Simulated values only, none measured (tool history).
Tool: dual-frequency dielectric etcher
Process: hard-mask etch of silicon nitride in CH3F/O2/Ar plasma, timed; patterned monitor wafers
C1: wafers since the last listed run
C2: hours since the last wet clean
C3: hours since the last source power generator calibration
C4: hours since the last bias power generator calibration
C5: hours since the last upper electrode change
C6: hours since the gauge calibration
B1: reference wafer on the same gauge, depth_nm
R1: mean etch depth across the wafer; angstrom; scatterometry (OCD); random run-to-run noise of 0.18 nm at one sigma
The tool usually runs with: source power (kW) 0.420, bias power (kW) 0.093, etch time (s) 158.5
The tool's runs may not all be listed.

run 1 day=0.000 | source_power_(kW)=0.420 bias_power_(kW)=0.101 etch_time_(s)=158.5 | C1=0 C2=144.5 C3=1919.0 C4=1450.9 C5=3699.3 C6=90.6 | B1=133.0 | R1=1261
run 2 day=0.346 | source_power_(kW)=0.420 bias_power_(kW)=0.101 etch_time_(s)=158.5 | C1=49 C2=152.8 C3=1927.3 C4=1459.2 C5=3707.6 C6=98.9 | B1=132.9 | R1=1259
run 3 day=1.088 | source_power_(kW)=0.420 bias_power_(kW)=0.093 etch_time_(s)=158.5 | C1=107 C2=170.6 C3=1945.1 C4=1477.0 C5=3725.4 C6=116.7 | B1=133.1 | R1=1211
run 4 day=1.808 | source_power_(kW)=0.420 bias_power_(kW)=0.093 etch_time_(s)=158.5 | C1=104 C2=187.9 C3=1962.4 C4=1494.3 C5=3742.7 C6=134.0 | B1=133.0 | R1=1207
run 5 day=2.188 | source_power_(kW)=0.360 bias_power_(kW)=0.093 etch_time_(s)=158.5 | C1=54 C2=197.0 C3=1971.5 C4=1503.4 C5=3751.8 C6=143.1 | B1=133.0 | R1=1142
run 6 day=2.679 | source_power_(kW)=0.420 bias_power_(kW)=0.093 etch_time_(s)=158.5 | C1=71 C2=208.8 C3=1983.3 C4=1515.2 C5=3763.6 C6=154.9 | B1=133.0 | R1=1204
run 7 day=3.133 | source_power_(kW)=0.420 bias_power_(kW)=0.093 etch_time_(s)=158.5 | C1=65 C2=219.7 C3=1994.2 C4=1526.1 C5=3774.5 C6=165.8 | B1=133.1 | R1=1208
run 8 day=3.675 | source_power_(kW)=0.420 bias_power_(kW)=0.109 etch_time_(s)=158.5 | C1=78 C2=232.7 C3=2007.2 C4=1539.1 C5=3787.5 C6=178.8 | B1=133.0 | R1=1300
run 9 day=4.054 | source_power_(kW)=0.420 bias_power_(kW)=0.093 etch_time_(s)=158.5 | C1=54 C2=241.8 C3=2016.3 C4=1548.2 C5=3796.6 C6=187.9 | B1=133.0 | R1=1207
-- day=4.475 bias power generator calibrated
run 10 day=4.617 | source_power_(kW)=0.420 bias_power_(kW)=0.093 etch_time_(s)=158.5 | C1=57 C2=255.3 C3=2029.8 C4=3.4 C5=3810.1 C6=201.4 | B1=133.0 | R1=1202
-- day=5.962 gauge calibrated
-- day=6.221 upper electrode replaced
run 11 day=6.242 | source_power_(kW)=0.420 bias_power_(kW)=0.093 etch_time_(s)=194.0 | C1=90 C2=294.3 C3=2068.8 C4=42.4 C5=0.5 C6=6.7 | B1=133.1 | R1=1466
run 12 day=6.258 | source_power_(kW)=0.420 bias_power_(kW)=0.093 etch_time_(s)=194.0 | C1=2 C2=294.7 C3=2069.2 C4=42.8 C5=0.9 C6=7.1 | B1=133.0 | R1=1467
run 13 day=6.300 | source_power_(kW)=0.420 bias_power_(kW)=0.093 etch_time_(s)=194.0 | C1=6 C2=295.7 C3=2070.2 C4=43.8 C5=1.9 C6=8.1 | B1=133.0 | R1=1468
run 14 day=6.604 | source_power_(kW)=0.420 bias_power_(kW)=0.113 etch_time_(s)=139.0 | C1=43 C2=303.0 C3=2077.5 C4=51.1 C5=9.2 C6=15.4 | B1=133.1 | R1=1154
run 15 day=6.875 | source_power_(kW)=0.450 bias_power_(kW)=0.101 etch_time_(s)=158.5 | C1=39 C2=309.5 C3=2084.0 C4=57.6 C5=15.7 C6=21.9 | B1=133.0 | R1=1280
run 16 day=7.196 | source_power_(kW)=0.420 bias_power_(kW)=0.093 etch_time_(s)=121.5 | C1=46 C2=317.2 C3=2091.7 C4=65.3 C5=23.4 C6=29.6 | B1=133.0 | R1=919
run 17 day=7.779 | source_power_(kW)=0.420 bias_power_(kW)=0.093 etch_time_(s)=172.0 | C1=84 C2=331.2 C3=2105.7 C4=79.3 C5=37.4 C6=43.6 | B1=132.9 | R1=1296
run 18 day=8.092 | source_power_(kW)=0.330 bias_power_(kW)=0.078 etch_time_(s)=182.5 | C1=45 C2=338.7 C3=2113.2 C4=86.8 C5=44.9 C6=51.1 | B1=133.0 | R1=1157
-- day=8.329 source power generator calibrated
-- day=9.350 wet clean of the chamber
run 19 day=9.371 | source_power_(kW)=0.510 bias_power_(kW)=0.109 etch_time_(s)=120.5 | C1=16 C2=0.5 C3=25.0 C4=117.5 C5=75.6 C6=81.8 | B1=133.1 | R1=1077
run 20 day=9.383 | source_power_(kW)=0.420 bias_power_(kW)=0.093 etch_time_(s)=158.5 | C1=1 C2=0.8 C3=25.3 C4=117.8 C5=75.9 C6=82.1 | B1=133.0 | R1=1220
run 21 day=9.400 | source_power_(kW)=0.380 bias_power_(kW)=0.101 etch_time_(s)=123.0 | C1=2 C2=1.2 C3=25.7 C4=118.2 C5=76.3 C6=82.5 | B1=133.0 | R1=954
run 22 day=9.804 | source_power_(kW)=0.420 bias_power_(kW)=0.093 etch_time_(s)=158.5 | C1=58 C2=10.9 C3=35.4 C4=127.9 C5=86.0 C6=92.2 | B1=133.0 | R1=1224
run 23 day=10.279 | source_power_(kW)=0.420 bias_power_(kW)=0.079 etch_time_(s)=198.0 | C1=68 C2=22.3 C3=46.8 C4=139.3 C5=97.4 C6=103.6 | B1=133.0 | R1=1414
run 24 day=10.562 | source_power_(kW)=0.420 bias_power_(kW)=0.079 etch_time_(s)=158.5 | C1=40 C2=29.1 C3=53.6 C4=146.1 C5=104.2 C6=110.4 | B1=133.0 | R1=1126
run 25 day=11.133 | source_power_(kW)=0.420 bias_power_(kW)=0.093 etch_time_(s)=203.5 | C1=82 C2=42.8 C3=67.3 C4=159.8 C5=117.9 C6=124.1 | B1=133.0 | R1=1568
run 26 day=11.500 | source_power_(kW)=0.420 bias_power_(kW)=0.093 etch_time_(s)=202.5 | C1=53 C2=51.6 C3=76.1 C4=168.6 C5=126.7 C6=132.9 | B1=133.0 | R1=1555
run 27 day=11.867 | source_power_(kW)=0.420 bias_power_(kW)=0.101 etch_time_(s)=158.5 | C1=53 C2=60.4 C3=84.9 C4=177.4 C5=135.5 C6=141.7 | B1=133.0 | R1=1268

Each run again, without the hidden state but with its own random variation kept:
Hidden state present: etch rate over this chamber's usual, %; source power that arrives over what is set, %; bias power that arrives over what is set, %; gauge reads high (%).
run=1 R1=1272
run=2 R1=1271
run=3 R1=1224
run=4 R1=1221
run=5 R1=1156
run=6 R1=1220
run=7 R1=1224
run=8 R1=1318
run=9 R1=1225
run=10 R1=1221
run=11 R1=1493
run=12 R1=1493
run=13 R1=1495
run=14 R1=1176
run=15 R1=1304
run=16 R1=937
run=17 R1=1322
run=18 R1=1181
run=19 R1=1076
run=20 R1=1219
run=21 R1=953
run=22 R1=1223
run=23 R1=1414
run=24 R1=1127
run=25 R1=1571
run=26 R1=1558
run=27 R1=1271
